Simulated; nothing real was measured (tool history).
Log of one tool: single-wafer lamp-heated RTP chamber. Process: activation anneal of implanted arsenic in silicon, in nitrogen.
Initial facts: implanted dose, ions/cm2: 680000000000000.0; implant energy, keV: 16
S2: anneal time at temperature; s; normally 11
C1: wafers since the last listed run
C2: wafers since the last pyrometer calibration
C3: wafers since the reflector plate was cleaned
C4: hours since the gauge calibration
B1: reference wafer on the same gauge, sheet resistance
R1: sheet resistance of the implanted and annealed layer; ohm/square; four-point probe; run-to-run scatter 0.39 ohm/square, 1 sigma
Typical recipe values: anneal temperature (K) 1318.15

Run 1, hour 0.0: usual settings; C1 0; C2 399; C3 399; C4 1399.7; B1 183.76. Result: R1 169.30 ohm/square.
Run 2, hour 92.6: usual settings; C1 1696; C2 2096; C3 2096; C4 1492.3; B1 183.92. Result: R1 168.57 ohm/square.
Run 3, hour 158.2: usual settings; C1 1202; C2 3298; C3 3298; C4 1557.9; B1 184.01. Result: R1 168.79 ohm/square.
Run 4, hour 225.3: usual settings; C1 1229; C2 4527; C3 4527; C4 1625.0; B1 183.96. Result: R1 167.79 ohm/square.
Run 5, hour 321.0: usual settings but anneal temperature (K) 1294.15, S2 13 s; C1 1753; C2 6281; C3 6281; C4 1720.7; B1 183.84. Result: R1 170.88 ohm/square.
At hour 390.0: pyrometer window cleaned and pyrometer calibrated.
Run 6, hour 391.8: usual settings but anneal temperature (K) 1294.15, S2 13 s; C1 1150; C2 33; C3 7432; C4 1791.5; B1 183.86. Result: R1 173.47 ohm/square.
Run 7, hour 481.5: usual settings but anneal temperature (K) 1325.15; C1 1643; C2 1677; C3 9075; C4 1881.2; B1 184.29. Result: R1 166.99 ohm/square.
Run 8, hour 538.1: usual settings but S2 14 s; C1 1037; C2 2714; C3 10112; C4 1937.8; B1 183.97. Result: R1 165.25 ohm/square.
Run 9, hour 629.4: usual settings but S2 14 s; C1 1673; C2 4387; C3 11785; C4 2029.1; B1 184.14. Result: R1 163.82 ohm/square.
Run 10, hour 719.7: usual settings but S2 14 s; C1 1654; C2 6041; C3 13440; C4 2119.4; B1 183.99. Result: R1 163.69 ohm/square.
At hour 764.5: reflector plate cleaned.
Run 11, hour 827.4: usual settings; C1 1826; C2 7868; C3 1152; C4 2227.1; B1 184.05. Result: R1 166.53 ohm/square.
At hour 835.9: pyrometer window cleaned and pyrometer calibrated.
Run 12, hour 911.3: usual settings; C1 1390; C2 1382; C3 2543; C4 2311.0; B1 184.03. Result: R1 168.98 ohm/square.
Run 13, hour 1013.1: usual settings; C1 1865; C2 3247; C3 4408; C4 2412.8; B1 183.88. Result: R1 167.68 ohm/square.
At hour 1022.5: gauge calibrated.
Run 14, hour 1068.7: usual settings; C1 1018; C2 4266; C3 5427; C4 46.2; B1 184.13. Result: R1 168.54 ohm/square.
Run 15, hour 1137.2: usual settings; C1 1255; C2 5521; C3 6682; C4 114.7; B1 184.03. Result: R1 167.51 ohm/square.
Run 16, hour 1242.4: usual settings; C1 1927; C2 7449; C3 8610; C4 219.9; B1 183.81. Result: R1 166.04 ohm/square.
At hour 1262.2: pyrometer window cleaned and pyrometer calibrated.
Run 17, hour 1279.1: usual settings but S2 17 s; C1 525; C2 310; C3 9136; C4 256.6; B1 183.96. Result: R1 163.55 ohm/square.
Run 18, hour 1385.9: usual settings; C1 1957; C2 2267; C3 11093; C4 363.4; B1 183.78. Result: R1 167.69 ohm/square.
Run 19, hour 1435.5: usual settings but S2 13 s; C1 908; C2 3176; C3 12002; C4 413.0; B1 183.87. Result: R1 165.23 ohm/square.
At hour 1469.3: reflector plate cleaned.
Run 20, hour 1492.8: usual settings; C1 903; C2 4079; C3 430; C4 470.3; B1 184.15. Result: R1 168.17 ohm/square.
Run 21, hour 1541.4: usual settings but anneal temperature (K) 1290.15, S2 7 s; C1 890; C2 4970; C3 1320; C4 518.9; B1 183.91. Result: R1 178.82 ohm/square.

Forecast run 22:
Run 22, hour 1589.8: usual settings but anneal temperature (K) 1344.15, S2 13 s; C1 886; C2 5857; C3 2207; C4 567.3; B1 ?. Result: R1 ?.

B1: 183.97
R1: 159.34 ohm/square
The same run, on a tool lacking any hidden state, would have yielded R1 162.06 ohm/square.

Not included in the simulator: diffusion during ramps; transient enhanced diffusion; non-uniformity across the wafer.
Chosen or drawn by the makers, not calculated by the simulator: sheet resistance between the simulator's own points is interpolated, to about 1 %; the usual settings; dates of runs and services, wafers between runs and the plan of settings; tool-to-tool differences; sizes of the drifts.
